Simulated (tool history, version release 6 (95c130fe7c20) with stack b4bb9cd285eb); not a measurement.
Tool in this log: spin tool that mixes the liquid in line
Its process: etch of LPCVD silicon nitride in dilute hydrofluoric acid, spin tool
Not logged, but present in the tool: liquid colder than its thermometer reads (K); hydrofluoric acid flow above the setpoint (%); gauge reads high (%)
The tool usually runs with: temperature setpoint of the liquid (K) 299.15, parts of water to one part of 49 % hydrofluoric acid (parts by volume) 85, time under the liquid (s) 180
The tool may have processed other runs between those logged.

run,hour,temperature setpoint of the liquid (K),parts of water to one part of 49 % hydrofluoric acid (parts by volume),time under the liquid (s),wafers since the last listed run,hours since the thermometer was replaced,hours since the hydrofluoric acid flow meter was replaced,hours since the gauge calibration,"read-back film thickness of the LPCVD silicon nitride reference wafer, read on the same gauge (nm)",thickness taken off the LPCVD silicon nitride on a monitor wafer (nm)
1,0.0,299.15,115,180,0,62.2,172.2,1090.7,130.001,0.883
2,68.4,299.15,85,180,653,130.6,240.6,1159.1,130.014,1.140
3,175.7,299.15,85,180,1025,237.9,347.9,1266.4,129.990,1.186
4,220.1,299.15,85,180,424,282.3,392.3,1310.8,129.982,1.151
5,278.2,299.15,85,180,555,340.4,450.4,1368.9,130.035,1.182
6,321.8,299.15,85,180,416,384.0,494.0,1412.5,130.016,1.152
7,491.9,299.15,85,180,1625,554.1,664.1,1582.6,130.006,1.146
# hour 567.1: thermometer replaced
8,572.2,299.15,70,180,757,5.1,744.4,1662.9,130.004,1.448
9,608.3,299.15,70,180,344,41.2,780.5,1699.0,130.054,1.379
# hour 681.0: gauge calibrated
10,684.5,299.15,70,180,728,117.4,856.7,3.5,130.026,1.504
11,778.8,302.15,85,180,900,211.7,951.0,97.8,130.034,1.504
12,860.0,302.15,85,180,775,292.9,1032.2,179.0,130.071,1.488
13,903.5,299.15,85,180,415,336.4,1075.7,222.5,130.016,1.207
14,968.2,296.15,50,150,618,401.1,1140.4,287.2,129.990,1.340
15,1053.1,299.15,45,180,811,486.0,1225.3,372.1,129.966,2.213
16,1160.4,299.15,85,180,1025,593.3,1332.6,479.4,129.956,1.207
# hour 1197.9: thermometer replaced
17,1259.2,299.15,85,180,934,61.3,1431.4,578.2,129.950,1.216
# hour 1275.4: hydrofluoric acid flow meter replaced
18,1300.3,303.65,85,180,383,102.4,24.9,619.3,130.047,1.528
19,1348.6,299.15,85,180,461,150.7,73.2,667.6,130.003,1.221
20,1418.5,295.15,85,180,667,220.6,143.1,737.5,130.020,0.915
21,1577.8,299.15,85,150,1521,379.9,302.4,896.8,129.992,0.971
22,1662.4,301.15,105,235,808,464.5,387.0,981.4,129.998,1.390
# hour 1703.0: thermometer replaced
23,1768.5,296.15,95,270,1004,65.5,493.1,1087.5,130.034,1.320
24,1846.7,299.15,125,180,747,143.7,571.3,1165.7,130.029,0.807
25,1893.0,299.15,85,180,442,190.0,617.6,1212.0,130.028,1.152
26,1938.5,301.65,85,220,434,235.5,663.1,1257.5,130.019,1.724
27,1985.0,299.15,85,180,444,282.0,709.6,1304.0,130.055,1.183
28,2050.4,303.65,60,180,624,347.4,775.0,1369.4,130.000,2.330
29,2099.8,299.15,85,85,471,396.8,824.4,1418.8,129.994,0.543
30,2205.0,295.65,50,225,1005,502.0,929.6,1524.0,129.979,1.941
31,2293.2,299.15,85,180,842,590.2,1017.8,1612.2,130.007,1.185

Below are 5 alternative next runs, each starting from the tool's condition after run 31. Predict each:
A,2293.7,299.15,65,180,4,590.7,1018.3,1612.7,?,?
B,2293.7,303.65,110,180,4,590.7,1018.3,1612.7,?,?
C,2293.7,299.15,85,285,4,590.7,1018.3,1612.7,?,?
D,2293.7,297.15,85,180,4,590.7,1018.3,1612.7,?,?
E,2293.7,299.15,85,100,4,590.7,1018.3,1612.7,?,?

run,"read-back film thickness of the LPCVD silicon nitride reference wafer, read on the same gauge (nm)",thickness taken off the LPCVD silicon nitride on a monitor wafer (nm)
A,129.979,1.527
B,129.979,1.205
C,129.979,1.854
D,129.979,1.026
E,129.979,0.650
Stripped of hidden state, with their random variation kept, the same runs would have yielded:
run,thickness taken off the LPCVD silicon nitride on a monitor wafer (nm)
A,1.527
B,1.205
C,1.854
D,1.026
E,0.650
